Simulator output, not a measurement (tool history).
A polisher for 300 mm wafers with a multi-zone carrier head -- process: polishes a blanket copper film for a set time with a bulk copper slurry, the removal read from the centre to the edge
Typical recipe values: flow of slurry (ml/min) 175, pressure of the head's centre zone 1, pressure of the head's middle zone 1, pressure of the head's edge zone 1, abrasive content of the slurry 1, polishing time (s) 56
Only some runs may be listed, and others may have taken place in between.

run	hour	flow of slurry (ml/min)	pressure of the head's centre zone	pressure of the head's middle zone	pressure of the head's edge zone	abrasive content of the slurry	polishing time (s)	wafers since the last listed run	wafers polished on this pad	hours since the slurry nozzle was cleaned	hours since the centre zone pressure was calibrated	hours since the edge zone pressure was calibrated	hours since the carrier head's membrane was replaced	incoming thickness of the incoming film, nm	film removed at the wafer's centre (nm)	film removed at mid-radius (nm)	film removed at the wafer's edge (nm)
1	0	175	1	1	1	1	56	0	744	395.3	448.8	573.3	287	4697.9	543.3	538.2	542.2
# hour 11.9: slurry nozzle cleaned
2	51.9	175	1	1	1	1	56	521	1266	40	500.7	625.2	338.9	4634.9	537.4	533.5	531.2
3	90.1	175	1	1	1	1	56	391	1657	78.2	538.9	663.4	377.1	4698.1	530.3	542.3	535.6
# hour 131.4: worn pad replaced by a new one
4	144.7	175	1	1	1	1	56	518	136	132.8	593.5	718	431.7	4598.4	545.3	556.8	549.3
5	192.2	175	1	1	0.96	1	56	487	623	180.3	641	765.5	479.2	4628.1	553.5	561.7	538.8
6	225.7	175	1	1	0.96	1	56	343	967	213.8	674.5	799	512.7	4659.9	543.2	526	531.8
7	297	175	1	1	1.04	1	56	731	1698	285.1	745.8	870.3	584	4580.8	522.5	536.2	531.8
# hour 329.2: worn pad replaced by a new one
# hour 337: carrier head's membrane replaced by a new one
8	344.6	175	1	1	0.91	1	56	395	106	332.7	793.4	917.9	7.6	4643.3	546.1	544.5	533.2
9	402	175	1	1	0.91	1	56	588	695	390.1	850.8	975.3	65	4692.3	534.7	532.6	523.1
# hour 432.2: slurry nozzle cleaned
10	438.5	175	1	1	0.92	1	56	363	1059	6.3	887.3	1011.8	101.5	4680	535	541.4	523.1
# hour 449.6: centre zone pressure recalibrated
11	487.2	175	0.95	1	1	1	56	478	1538	55	37.6	1060.5	150.2	4608.4	510.8	525.5	532.2
# hour 522.1: worn pad replaced by a new one
12	525.6	175	1	1	1	1	56	352	36	93.4	76	1098.9	188.6	4650.2	541.4	559.3	554.8
13	574.3	195	1	1	1	1	56	499	535	142.1	124.7	1147.6	237.3	4595.9	554	560.8	550.3
14	624.9	175	1	1	1	1	56	518	1054	192.7	175.3	1198.2	287.9	4563	532.1	545.2	528.5
# hour 655.8: edge zone pressure recalibrated
15	693.8	175	1.1	1	0.91	1	48	685	1740	261.6	244.2	38	356.8	4630.6	482.8	448.7	424.8
# hour 725: worn pad replaced by a new one
16	741.4	175	1.04	1	1.11	1	56	447	168	309.2	291.8	85.6	404.4	4671.3	581.3	545.8	571.5
17	786.3	175	1.08	1	0.96	0.75	50	460	628	354.1	336.7	130.5	449.3	4647.6	507.2	475.5	457.7

Run 18 has not been measured yet. What should we expect?
18	827.9	175	1	1	1.1	1	56	426	1055	395.7	378.3	172.1	490.9	4657.1	?	?	?

Run 18 yielded film removed at the wafer's centre (nm) 544.7, film removed at mid-radius (nm) 537.6, film removed at the wafer's edge (nm) 578.6.
The same run, on a tool lacking any hidden state, would have yielded film removed at the wafer's centre (nm) 568.9, film removed at mid-radius (nm) 561.5, film removed at the wafer's edge (nm) 604.3.
